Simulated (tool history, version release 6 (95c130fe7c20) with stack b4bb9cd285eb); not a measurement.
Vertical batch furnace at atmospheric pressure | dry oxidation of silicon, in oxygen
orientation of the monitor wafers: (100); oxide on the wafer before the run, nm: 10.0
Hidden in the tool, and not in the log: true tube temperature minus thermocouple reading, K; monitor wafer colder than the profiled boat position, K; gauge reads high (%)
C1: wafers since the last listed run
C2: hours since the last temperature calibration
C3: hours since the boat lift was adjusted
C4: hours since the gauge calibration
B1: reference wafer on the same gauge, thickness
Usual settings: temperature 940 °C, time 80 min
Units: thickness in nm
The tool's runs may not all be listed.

{"run": 1, "hour": 0.0, "temperature": 956, "time": 80, "C1": 0, "C2": 1926.8, "C3": 1910.2, "C4": 503.8, "B1": 36.69, "thickness": 43.19}
{"run": 2, "hour": 69.7, "temperature": 956, "time": 80, "C1": 1266, "C2": 1996.5, "C3": 1979.9, "C4": 573.5, "B1": 36.67, "thickness": 43.39}
{"run": 3, "hour": 98.8, "temperature": 940, "time": 80, "C1": 528, "C2": 2025.6, "C3": 2009, "C4": 602.6, "B1": 36.7, "thickness": 37.62}
{"run": 4, "hour": 166.7, "temperature": 940, "time": 80, "C1": 1233, "C2": 2093.5, "C3": 2076.9, "C4": 670.5, "B1": 36.72, "thickness": 37.8}
{"run": 5, "hour": 207.5, "temperature": 940, "time": 80, "C1": 741, "C2": 2134.3, "C3": 2117.7, "C4": 711.3, "B1": 36.69, "thickness": 37.48}
{"run": 6, "hour": 278.6, "temperature": 940, "time": 80, "C1": 1291, "C2": 2205.4, "C3": 2188.8, "C4": 782.4, "B1": 36.7, "thickness": 37.85}
{"run": 7, "hour": 344.0, "temperature": 940, "time": 80, "C1": 1187, "C2": 2270.8, "C3": 2254.2, "C4": 847.8, "B1": 36.67, "thickness": 37.55}
{"run": 8, "hour": 409.8, "temperature": 940, "time": 80, "C1": 1195, "C2": 2336.6, "C3": 2320, "C4": 913.6, "B1": 36.71, "thickness": 37.79}
{"run": 9, "hour": 506.1, "temperature": 940, "time": 80, "C1": 1749, "C2": 2432.9, "C3": 2416.3, "C4": 1009.9, "B1": 36.71, "thickness": 37.49}
{"run": 10, "hour": 535.2, "temperature": 928, "time": 80, "C1": 528, "C2": 2462, "C3": 2445.4, "C4": 1039, "B1": 36.68, "thickness": 33.9}
{"run": 11, "hour": 560.9, "temperature": 949, "time": 51.5, "C1": 466, "C2": 2487.7, "C3": 2471.1, "C4": 1064.7, "B1": 36.72, "thickness": 31.56}
{"run": 12, "hour": 585.0, "temperature": 957, "time": 88, "C1": 437, "C2": 2511.8, "C3": 2495.2, "C4": 1088.8, "B1": 36.7, "thickness": 46.26}
{"run": 13, "hour": 646.6, "temperature": 957, "time": 88, "C1": 1118, "C2": 2573.4, "C3": 2556.8, "C4": 1150.4, "B1": 36.69, "thickness": 46.3}
{"run": 14, "hour": 817.2, "temperature": 957, "time": 88, "C1": 3098, "C2": 2744, "C3": 2727.4, "C4": 1321, "B1": 36.71, "thickness": 46.21}
{"run": 15, "hour": 867.8, "temperature": 923, "time": 80, "C1": 919, "C2": 2794.6, "C3": 2778, "C4": 1371.6, "B1": 36.69, "thickness": 32.37}
{"run": 16, "hour": 904.3, "temperature": 923, "time": 80, "C1": 663, "C2": 2831.1, "C3": 2814.5, "C4": 1408.1, "B1": 36.73, "thickness": 32.46}
{"run": 17, "hour": 947.0, "temperature": 923, "time": 80, "C1": 775, "C2": 2873.8, "C3": 2857.2, "C4": 1450.8, "B1": 36.69, "thickness": 32.72}
{"run": 18, "hour": 1016.0, "temperature": 953, "time": 93, "C1": 1253, "C2": 2942.8, "C3": 2926.2, "C4": 1519.8, "B1": 36.7, "thickness": 46.34}
{"run": 19, "hour": 1045.9, "temperature": 953, "time": 93, "C1": 543, "C2": 2972.7, "C3": 2956.1, "C4": 1549.7, "B1": 36.68, "thickness": 46.62}
{"run": 20, "hour": 1111.5, "temperature": 940, "time": 80, "C1": 1191, "C2": 3038.3, "C3": 3021.7, "C4": 1615.3, "B1": 36.68, "thickness": 37.77}
{"run": 21, "hour": 1174.4, "temperature": 960, "time": 51.5, "C1": 1142, "C2": 3101.2, "C3": 3084.6, "C4": 1678.2, "B1": 36.71, "thickness": 34.63}
{"hour": 1194.2, "done": "gauge calibrated"}
{"run": 22, "hour": 1200.8, "temperature": 940, "time": 80, "C1": 479, "C2": 3127.6, "C3": 3111, "C4": 6.6, "B1": 36.66, "thickness": 37.79}
{"run": 23, "hour": 1266.8, "temperature": 924, "time": 80, "C1": 1198, "C2": 3193.6, "C3": 3177, "C4": 72.6, "B1": 36.68, "thickness": 32.98}
{"run": 24, "hour": 1324.4, "temperature": 956, "time": 80, "C1": 1046, "C2": 3251.2, "C3": 3234.6, "C4": 130.2, "B1": 36.72, "thickness": 43.34}
{"hour": 1371.7, "done": "boat lift adjusted"}
{"run": 25, "hour": 1372.2, "temperature": 940, "time": 80, "C1": 432, "C2": 3299, "C3": 0.5, "C4": 178, "B1": 36.71, "thickness": 38.65}
{"run": 26, "hour": 1430.1, "temperature": 947, "time": 80, "C1": 1051, "C2": 3356.9, "C3": 58.4, "C4": 235.9, "B1": 36.67, "thickness": 41.39}
{"run": 27, "hour": 1490.0, "temperature": 940, "time": 64, "C1": 1088, "C2": 3416.8, "C3": 118.3, "C4": 295.8, "B1": 36.71, "thickness": 33.95}
{"run": 28, "hour": 1541.7, "temperature": 940, "time": 80, "C1": 939, "C2": 3468.5, "C3": 170, "C4": 347.5, "B1": 36.73, "thickness": 38.92}
{"run": 29, "hour": 1606.9, "temperature": 918, "time": 115, "C1": 1184, "C2": 3533.7, "C3": 235.2, "C4": 412.7, "B1": 36.7, "thickness": 39.62}
{"run": 30, "hour": 1641.2, "temperature": 940, "time": 68.5, "C1": 623, "C2": 3568, "C3": 269.5, "C4": 447, "B1": 36.69, "thickness": 35.12}
{"hour": 1699.0, "done": "thermocouples replaced and temperature profile calibrated"}
{"run": 31, "hour": 1699.5, "temperature": 940, "time": 80, "C1": 623, "C2": 0.5, "C3": 327.8, "C4": 505.3, "B1": 36.69, "thickness": 38.77}
{"run": 32, "hour": 1748.1, "temperature": 940, "time": 80, "C1": 882, "C2": 49.1, "C3": 376.4, "C4": 553.9, "B1": 36.7, "thickness": 38.27}
{"run": 33, "hour": 1784.1, "temperature": 927, "time": 80, "C1": 653, "C2": 85.1, "C3": 412.4, "C4": 589.9, "B1": 36.68, "thickness": 34.34}
{"run": 34, "hour": 1837.3, "temperature": 917, "time": 94, "C1": 966, "C2": 138.3, "C3": 465.6, "C4": 643.1, "B1": 36.71, "thickness": 34.69}
{"run": 35, "hour": 1895.0, "temperature": 947, "time": 100.5, "C1": 1048, "C2": 196, "C3": 523.3, "C4": 700.8, "B1": 36.72, "thickness": 47.28}
{"run": 36, "hour": 1959.2, "temperature": 954, "time": 112.5, "C1": 1166, "C2": 260.2, "C3": 587.5, "C4": 765, "B1": 36.71, "thickness": 54.05}
{"run": 37, "hour": 1990.1, "temperature": 960, "time": 102.5, "C1": 561, "C2": 291.1, "C3": 618.4, "C4": 795.9, "B1": 36.7, "thickness": 53.05}
{"run": 38, "hour": 2041.9, "temperature": 948, "time": 109, "C1": 940, "C2": 342.9, "C3": 670.2, "C4": 847.7, "B1": 36.68, "thickness": 49.85}
{"run": 39, "hour": 2111.2, "temperature": 957, "time": 48, "C1": 1258, "C2": 412.2, "C3": 739.5, "C4": 917, "B1": 36.7, "thickness": 32.84}
{"run": 40, "hour": 2175.6, "temperature": 923, "time": 80, "C1": 1169, "C2": 476.6, "C3": 803.9, "C4": 981.4, "B1": 36.71, "thickness": 32.89}

Forecast each of these 3 alternatives for the next run:
{"run": "A", "hour": 2180.2, "temperature": 940, "time": 80, "C1": 83, "C2": 481.2, "C3": 808.5, "C4": 986, "B1": "?", "thickness": "?"}
{"run": "B", "hour": 2180.2, "temperature": 929, "time": 58, "C1": 83, "C2": 481.2, "C3": 808.5, "C4": 986, "B1": "?", "thickness": "?"}
{"run": "C", "hour": 2180.2, "temperature": 920, "time": 69.5, "C1": 83, "C2": 481.2, "C3": 808.5, "C4": 986, "B1": "?", "thickness": "?"}

run=A B1=36.72 thickness=38.53
run=B B1=36.72 thickness=29.36
run=C B1=36.72 thickness=30.14
Without the tool's hidden state the same runs would have given:
run=A thickness=39.35
run=B thickness=29.9
run=C thickness=30.71
